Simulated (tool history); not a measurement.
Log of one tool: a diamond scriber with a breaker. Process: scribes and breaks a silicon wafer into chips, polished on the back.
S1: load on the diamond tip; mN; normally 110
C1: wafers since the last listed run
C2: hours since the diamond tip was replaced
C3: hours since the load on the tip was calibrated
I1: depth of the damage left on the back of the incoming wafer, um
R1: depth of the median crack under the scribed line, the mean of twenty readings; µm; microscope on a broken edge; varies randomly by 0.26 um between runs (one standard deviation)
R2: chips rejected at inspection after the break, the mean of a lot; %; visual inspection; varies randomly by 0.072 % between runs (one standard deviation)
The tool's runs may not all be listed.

run 1 day=0 | S1=110 | C1=0 C2=88.5 C3=482 | I1=0.04 | R1=13.94 R2=0.86
run 2 day=0.538 | S1=121 | C1=46 C2=101.4 C3=494.9 | I1=0.05 | R1=15.04 R2=1.3
run 3 day=1.792 | S1=110 | C1=109 C2=131.5 C3=525 | I1=0.03 | R1=14.31 R2=0.84
run 4 day=3.067 | S1=99 | C1=111 C2=162.1 C3=555.6 | I1=0.03 | R1=13.58 R2=1.42
run 5 day=4.562 | S1=99 | C1=130 C2=198 C3=591.5 | I1=0.04 | R1=13.9 R2=1.4
run 6 day=5.117 | S1=110 | C1=48 C2=211.3 C3=604.8 | I1=0.03 | R1=14.7 R2=0.96
run 7 day=6.033 | S1=110 | C1=80 C2=233.3 C3=626.8 | I1=0.03 | R1=14.73 R2=0.95
run 8 day=7.025 | S1=110 | C1=86 C2=257.1 C3=650.6 | I1=0.03 | R1=14.43 R2=1.11
run 9 day=10.104 | S1=110 | C1=268 C2=331 C3=724.5 | I1=0.03 | R1=14.74 R2=0.75
run 10 day=10.992 | S1=136 | C1=77 C2=352.3 C3=745.8 | I1=0.01 | R1=16.51 R2=2.7
run 11 day=11.658 | S1=136 | C1=58 C2=368.3 C3=761.8 | I1=0.01 | R1=16.13 R2=2.63
run 12 day=12.412 | S1=136 | C1=65 C2=386.4 C3=779.9 | I1=0.02 | R1=15.92 R2=2.39
run 13 day=13.046 | S1=110 | C1=55 C2=401.6 C3=795.1 | I1=0.04 | R1=14.19 R2=0.97
run 14 day=13.65 | S1=110 | C1=52 C2=416.1 C3=809.6 | I1=0.03 | R1=13.87 R2=0.87
run 15 day=15 | S1=90 | C1=117 C2=448.5 C3=842 | I1=0.02 | R1=13.06 R2=2.48
run 16 day=15.992 | S1=90 | C1=86 C2=472.3 C3=865.8 | I1=0.02 | R1=13.13 R2=2.3
-- day=16.183 diamond tip replaced by a new one
run 17 day=18.338 | S1=90 | C1=197 C2=51.7 C3=922.1 | I1=0.02 | R1=13.23 R2=2.18
run 18 day=19.558 | S1=110 | C1=106 C2=81 C3=951.4 | I1=0.04 | R1=14.28 R2=0.9
run 19 day=20.275 | S1=110 | C1=62 C2=98.2 C3=968.6 | I1=0.02 | R1=14.42 R2=0.89
run 20 day=21.242 | S1=110 | C1=84 C2=121.4 C3=991.8 | I1=0.04 | R1=14.31 R2=0.98
run 21 day=22.258 | S1=110 | C1=88 C2=145.8 C3=1016.2 | I1=0.02 | R1=14.64 R2=0.92
run 22 day=23.596 | S1=90 | C1=116 C2=177.9 C3=1048.3 | I1=0.03 | R1=13.18 R2=2.33
run 23 day=24.542 | S1=83 | C1=82 C2=200.6 C3=1071 | I1=0.03 | R1=12.19 R2=3.45
run 24 day=25.333 | S1=138 | C1=69 C2=219.6 C3=1090 | I1=0.04 | R1=16.49 R2=2.97
run 25 day=26.279 | S1=88 | C1=82 C2=242.3 C3=1112.7 | I1=0.03 | R1=12.68 R2=2.74
-- day=26.796 load on the tip recalibrated
run 26 day=27.417 | S1=100 | C1=92 C2=269.6 C3=14.9 | I1=0.03 | R1=14.09 R2=1.19
run 27 day=28.15 | S1=138 | C1=64 C2=287.2 C3=32.5 | I1=0.04 | R1=16.53 R2=3.17
run 28 day=29.008 | S1=85 | C1=74 C2=307.8 C3=53.1 | I1=0.03 | R1=12.63 R2=3.52
run 29 day=29.517 | S1=84 | C1=44 C2=320 C3=65.3 | I1=0.05 | R1=12.27 R2=3.49
run 30 day=33.546 | S1=94 | C1=351 C2=416.7 C3=162 | I1=0.04 | R1=13.39 R2=1.81
run 31 day=34.983 | S1=123 | C1=125 C2=451.2 C3=196.5 | I1=0.03 | R1=15.37 R2=1.21
run 32 day=38.192 | S1=110 | C1=280 C2=528.2 C3=273.5 | I1=0.03 | R1=13.93 R2=0.97
-- day=38.896 diamond tip replaced by a new one
run 33 day=39.746 | S1=110 | C1=128 C2=20.4 C3=310.8 | I1=0.05 | R1=14.51 R2=0.96
run 34 day=40.775 | S1=110 | C1=89 C2=45.1 C3=335.5 | I1=0.04 | R1=14.16 R2=0.95
run 35 day=41.9 | S1=93 | C1=98 C2=72.1 C3=362.5 | I1=0.03 | R1=13.56 R2=1.65
run 36 day=42.654 | S1=142 | C1=65 C2=90.2 C3=380.6 | I1=0.05 | R1=16.83 R2=3.66
run 37 day=43.846 | S1=82 | C1=104 C2=118.8 C3=409.2 | I1=0.03 | R1=12.47 R2=3.84
run 38 day=44.858 | S1=110 | C1=88 C2=143.1 C3=433.5 | I1=0.02 | R1=14.3 R2=1.03
run 39 day=46.288 | S1=110 | C1=124 C2=177.4 C3=467.8 | I1=0.03 | R1=14.26 R2=0.83
run 40 day=47.238 | S1=110 | C1=82 C2=200.2 C3=490.6 | I1=0.02 | R1=14.33 R2=1
run 41 day=48.638 | S1=77 | C1=122 C2=233.8 C3=524.2 | I1=0.02 | R1=12.18 R2=4.57
run 42 day=51.604 | S1=102 | C1=259 C2=305 C3=595.4 | I1=0.04 | R1=14.04 R2=1.22

4 options for the next run, each taken on its own from the tool as it stands now. Forecast them:
run A day=51.629 | S1=110 | C1=2 C2=305.6 C3=596 | I1=0.05 | R1=? R2=?
run B day=51.629 | S1=96 | C1=2 C2=305.6 C3=596 | I1=0.05 | R1=? R2=?
run C day=51.629 | S1=135 | C1=2 C2=305.6 C3=596 | I1=0.05 | R1=? R2=?
run D day=51.629 | S1=129 | C1=2 C2=305.6 C3=596 | I1=0.05 | R1=? R2=?

run=A R1=14.31 R2=0.8
run=B R1=13.29 R2=1.37
run=C R1=16.06 R2=2.17
run=D R1=15.65 R2=1.62
Stripped of hidden state, with their random variation kept, the same runs would have yielded:
run=A R1=14.31 R2=0.8
run=B R1=13.29 R2=1.37
run=C R1=16.06 R2=2.17
run=D R1=15.65 R2=1.62

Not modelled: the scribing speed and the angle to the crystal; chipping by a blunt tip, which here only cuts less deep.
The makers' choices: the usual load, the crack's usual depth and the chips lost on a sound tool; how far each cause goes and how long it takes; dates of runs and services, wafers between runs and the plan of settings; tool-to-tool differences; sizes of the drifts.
